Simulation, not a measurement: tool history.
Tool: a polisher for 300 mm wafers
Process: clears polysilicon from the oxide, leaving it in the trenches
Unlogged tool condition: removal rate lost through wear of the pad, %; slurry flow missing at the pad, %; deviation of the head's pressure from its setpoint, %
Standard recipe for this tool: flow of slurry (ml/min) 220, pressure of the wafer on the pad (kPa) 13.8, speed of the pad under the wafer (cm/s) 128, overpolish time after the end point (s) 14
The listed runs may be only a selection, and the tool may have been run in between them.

run,hour,flow of slurry (ml/min),pressure of the wafer on the pad (kPa),speed of the pad under the wafer (cm/s),overpolish time after the end point (s),wafers since the last listed run,wafers polished on this pad,hours since the slurry nozzle was cleaned,hours since the head pressure was calibrated,"incoming thickness of the incoming film, nm",time until the end point was called (s),dishing of a wide line in a test structure (nm)
1,0,190,13.8,128,14,0,68,282.6,123,647.2,56.6,46.3
2,17.2,220,13.8,150,14,217,285,299.8,140.2,644,48.9,46.2
3,35.1,220,13.8,150,14,226,512,317.7,158.1,632.5,46.6,46.4
4,59.7,220,13.8,128,14,311,823,342.3,182.7,645.6,56.7,45.9
5,88.1,220,13.8,128,14,359,1182,370.7,211.1,640.9,55.5,46.2
6,115.9,220,13.8,128,14,351,1534,398.5,238.9,639,55.8,45.9
7,147.2,240,13.8,128,14,395,1929,429.8,270.2,644.5,58.5,45
# hour 161.5: head pressure recalibrated
8,180.8,240,13.8,128,14,399,2329,463.4,19.3,648.3,53.7,46.8
# hour 216.3: worn pad replaced by a new one
9,218.6,220,13.8,128,20,427,28,501.2,57.1,636.7,54.3,47.6
10,235.3,220,13.8,128,14,211,239,517.9,73.8,634.2,55.7,45.6
11,265.7,180,13.8,128,14,384,624,548.3,104.2,650.5,59,45.6
12,285.3,240,16.5,146,10,247,872,567.9,123.8,641.1,40.9,46.7
13,309.6,220,13.8,128,14,307,1179,592.2,148.1,641.4,56.1,46
14,333.9,170,13.8,128,7,307,1486,616.5,172.4,629.4,57.2,38
15,352,240,16.5,146,10,228,1715,634.6,190.5,636.3,41.8,46.1
16,365.2,220,13.8,92,21,166,1882,647.8,203.7,630,74.4,47.4
17,395.3,220,18.6,128,14,380,2263,677.9,233.8,651.1,43.7,47.8
# hour 428.4: worn pad replaced by a new one
18,428.9,185,15.9,150,14,374,6,711.5,267.4,643.5,45.7,47.4
19,462.5,220,13.8,128,14,424,431,745.1,301,639.5,61.2,45.4
# hour 467.1: head pressure recalibrated
20,482.6,220,13.8,156,7,228,659,765.2,15.5,652.4,45.6,41.9
21,512,220,13.8,128,21,371,1031,794.6,44.9,650.5,57.5,47.3
22,526.8,220,16.5,158,18,187,1218,809.4,59.7,640.9,38.2,47.7
23,543.4,220,13.8,128,14,209,1428,826,76.3,634.9,53.2,46.4
24,557.6,180,13.8,162,14,179,1608,840.2,90.5,639.8,48.4,47.5
# hour 597.1: slurry nozzle cleaned
25,663.3,200,16.5,128,14,1324,2932,66.2,196.2,629,47,46.6
26,684.1,220,13.8,128,14,263,3195,87,217,641.6,58.1,45.8
# hour 690.1: worn pad replaced by a new one
27,717.2,220,13.8,128,14,368,342,120.1,250.1,636.3,59.7,46.7
28,737.4,180,9.7,148,17,255,597,140.3,270.3,631.5,76.8,45
# hour 750.3: head pressure recalibrated
29,750.8,220,13.8,128,14,144,742,153.7,0.5,632.9,56.2,46.1
30,767.3,145,16.5,146,14,208,950,170.2,17,631.4,43.1,47.2
31,802.1,220,13.8,128,14,440,1390,205,51.8,637.9,55.8,46.8
32,837,220,13.8,110,14,441,1832,239.9,86.7,639,62.6,44.9
33,871,200,16.5,128,14,429,2262,273.9,120.7,640,49.3,46.7

Entry by entry between the runs, the difference in hidden state between the last listed run before and the first listed run after:
In the gap between runs 7 and 8: head pressure recalibrated (hour 161.5)
  deviation of the head's pressure from its setpoint, %: -5.47 -> 0.435
  what was measured, less what the result would be without the hidden state, time until the end point was called (s): +3.2 -> -0.2; dishing of a wide line in a test structure (nm): -0.3 -> +0
In the gap between runs 8 and 9: worn pad replaced by a new one (hour 216.3)
  deviation of the head's pressure from its setpoint, %: 0.435 -> 0.121
  what was measured, less what the result would be without the hidden state, time until the end point was called (s): -0.2 -> -0.1; dishing of a wide line in a test structure (nm): +0 -> +0
In the gap between runs 17 and 18: worn pad replaced by a new one (hour 428.4)
  deviation of the head's pressure from its setpoint, %: -5.46 -> -7.28
  what was measured, less what the result would be without the hidden state, time until the end point was called (s): +2.4 -> +3.3; dishing of a wide line in a test structure (nm): -0.1 -> -0.3
In the gap between runs 19 and 20: head pressure recalibrated (hour 467.1)
  deviation of the head's pressure from its setpoint, %: -9.36 -> -0.616
  what was measured, less what the result would be without the hidden state, time until the end point was called (s): +5.7 -> +0.2; dishing of a wide line in a test structure (nm): -0.6 -> -0.1
In the gap between runs 24 and 25: slurry nozzle cleaned (hour 597.1)
  deviation of the head's pressure from its setpoint, %: -1.48 -> -4.77
  what was measured, less what the result would be without the hidden state, time until the end point was called (s): +0.7 -> +2.2; dishing of a wide line in a test structure (nm): -0.1 -> -0.2
In the gap between runs 26 and 27: worn pad replaced by a new one (hour 690.1)
  deviation of the head's pressure from its setpoint, %: -5.7 -> -7.38
  what was measured, less what the result would be without the hidden state, time until the end point was called (s): +3.3 -> +4.4; dishing of a wide line in a test structure (nm): -0.3 -> -0.5
In the gap between runs 28 and 29: head pressure recalibrated (hour 750.3)
  deviation of the head's pressure from its setpoint, %: -8.52 -> -1.45
  what was measured, less what the result would be without the hidden state, time until the end point was called (s): +6.5 -> +0.8; dishing of a wide line in a test structure (nm): -0.6 -> -0.1
